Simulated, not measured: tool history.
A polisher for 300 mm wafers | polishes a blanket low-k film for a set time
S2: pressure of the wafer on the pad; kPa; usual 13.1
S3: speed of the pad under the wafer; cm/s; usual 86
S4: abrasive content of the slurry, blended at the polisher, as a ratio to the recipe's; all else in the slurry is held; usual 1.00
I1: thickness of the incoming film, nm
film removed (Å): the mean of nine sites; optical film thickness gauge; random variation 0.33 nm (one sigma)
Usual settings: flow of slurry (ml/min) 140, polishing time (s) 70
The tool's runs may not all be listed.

run 1 hour=0.0 | flow_of_slurry_(ml/min)=140 S2=13.1 S3=86 S4=1.00 polishing_time_(s)=80 | I1=504.9 | film_removed_(Å)=243
run 2 hour=14.8 | flow_of_slurry_(ml/min)=140 S2=13.1 S3=86 S4=1.00 polishing_time_(s)=80 | I1=510.4 | film_removed_(Å)=241
-- hour=21.9 slurry blender recalibrated
run 3 hour=44.6 | flow_of_slurry_(ml/min)=140 S2=13.1 S3=86 S4=1.00 polishing_time_(s)=70 | I1=514.7 | film_removed_(Å)=214
-- hour=64.1 worn pad replaced by a new one
-- hour=64.8 head pressure recalibrated
run 4 hour=67.1 | flow_of_slurry_(ml/min)=140 S2=15.9 S3=86 S4=1.00 polishing_time_(s)=70 | I1=508.8 | film_removed_(Å)=292
run 5 hour=110.5 | flow_of_slurry_(ml/min)=140 S2=13.1 S3=86 S4=1.15 polishing_time_(s)=89 | I1=508.8 | film_removed_(Å)=318
run 6 hour=145.3 | flow_of_slurry_(ml/min)=140 S2=9.0 S3=86 S4=1.00 polishing_time_(s)=60 | I1=519.5 | film_removed_(Å)=142
-- hour=152.7 conditioning disc replaced and pad reconditioned
run 7 hour=163.0 | flow_of_slurry_(ml/min)=140 S2=11.7 S3=68 S4=1.00 polishing_time_(s)=70 | I1=513.3 | film_removed_(Å)=178
-- hour=167.7 slurry nozzle cleaned
run 8 hour=187.9 | flow_of_slurry_(ml/min)=140 S2=13.1 S3=86 S4=0.80 polishing_time_(s)=61 | I1=513.6 | film_removed_(Å)=192
run 9 hour=219.0 | flow_of_slurry_(ml/min)=120 S2=13.1 S3=86 S4=1.00 polishing_time_(s)=61 | I1=504.7 | film_removed_(Å)=202
run 10 hour=245.1 | flow_of_slurry_(ml/min)=140 S2=13.1 S3=86 S4=1.00 polishing_time_(s)=70 | I1=509.6 | film_removed_(Å)=236
run 11 hour=277.0 | flow_of_slurry_(ml/min)=155 S2=13.1 S3=94 S4=0.75 polishing_time_(s)=70 | I1=507.9 | film_removed_(Å)=232
run 12 hour=299.7 | flow_of_slurry_(ml/min)=140 S2=11.7 S3=68 S4=1.00 polishing_time_(s)=70 | I1=519.2 | film_removed_(Å)=180
-- hour=327.8 worn pad replaced by a new one, of another model than before
run 13 hour=328.5 | flow_of_slurry_(ml/min)=115 S2=13.1 S3=86 S4=1.00 polishing_time_(s)=70 | I1=500.1 | film_removed_(Å)=237
run 14 hour=359.1 | flow_of_slurry_(ml/min)=140 S2=13.1 S3=86 S4=1.00 polishing_time_(s)=70 | I1=510.2 | film_removed_(Å)=238
-- hour=376.6 slurry blender recalibrated
run 15 hour=394.3 | flow_of_slurry_(ml/min)=105 S2=10.3 S3=86 S4=1.25 polishing_time_(s)=54 | I1=513.0 | film_removed_(Å)=171
run 16 hour=422.9 | flow_of_slurry_(ml/min)=140 S2=13.1 S3=86 S4=1.00 polishing_time_(s)=70 | I1=513.6 | film_removed_(Å)=240
run 17 hour=440.7 | flow_of_slurry_(ml/min)=140 S2=13.1 S3=106 S4=1.00 polishing_time_(s)=70 | I1=502.0 | film_removed_(Å)=289
run 18 hour=468.4 | flow_of_slurry_(ml/min)=140 S2=13.1 S3=86 S4=0.85 polishing_time_(s)=70 | I1=511.3 | film_removed_(Å)=222
run 19 hour=485.9 | flow_of_slurry_(ml/min)=180 S2=13.1 S3=86 S4=1.00 polishing_time_(s)=48 | I1=512.0 | film_removed_(Å)=164
-- hour=488.4 slurry nozzle cleaned
run 20 hour=506.2 | flow_of_slurry_(ml/min)=140 S2=16.5 S3=86 S4=1.25 polishing_time_(s)=63 | I1=504.2 | film_removed_(Å)=259
run 21 hour=531.0 | flow_of_slurry_(ml/min)=155 S2=13.1 S3=94 S4=0.75 polishing_time_(s)=70 | I1=509.9 | film_removed_(Å)=232
run 22 hour=544.1 | flow_of_slurry_(ml/min)=105 S2=13.1 S3=86 S4=1.25 polishing_time_(s)=70 | I1=510.1 | film_removed_(Å)=247
run 23 hour=560.8 | flow_of_slurry_(ml/min)=140 S2=11.7 S3=68 S4=1.00 polishing_time_(s)=70 | I1=517.6 | film_removed_(Å)=173
run 24 hour=581.0 | flow_of_slurry_(ml/min)=140 S2=11.7 S3=86 S4=1.00 polishing_time_(s)=70 | I1=506.7 | film_removed_(Å)=222
-- hour=608.8 worn pad replaced by a new one
run 25 hour=609.3 | flow_of_slurry_(ml/min)=140 S2=13.1 S3=86 S4=1.00 polishing_time_(s)=70 | I1=521.8 | film_removed_(Å)=233
-- hour=615.0 conditioning disc replaced and pad reconditioned
run 26 hour=626.4 | flow_of_slurry_(ml/min)=140 S2=13.1 S3=86 S4=1.00 polishing_time_(s)=70 | I1=502.7 | film_removed_(Å)=231
run 27 hour=654.5 | flow_of_slurry_(ml/min)=140 S2=13.1 S3=86 S4=1.00 polishing_time_(s)=89 | I1=504.0 | film_removed_(Å)=296

Forecast each of these 3 alternatives for the next run:
run A hour=655.0 | flow_of_slurry_(ml/min)=140 S2=13.1 S3=86 S4=1.00 polishing_time_(s)=70 | I1=510.5 | film_removed_(Å)=?
run B hour=655.0 | flow_of_slurry_(ml/min)=140 S2=13.1 S3=86 S4=1.00 polishing_time_(s)=92 | I1=510.5 | film_removed_(Å)=?
run C hour=655.0 | flow_of_slurry_(ml/min)=100 S2=13.1 S3=86 S4=1.20 polishing_time_(s)=70 | I1=510.5 | film_removed_(Å)=?

run=A film_removed_(Å)=229
run=B film_removed_(Å)=300
run=C film_removed_(Å)=236
Without the tool's hidden state the same runs would have given:
run=A film_removed_(Å)=238
run=B film_removed_(Å)=313
run=C film_removed_(Å)=246
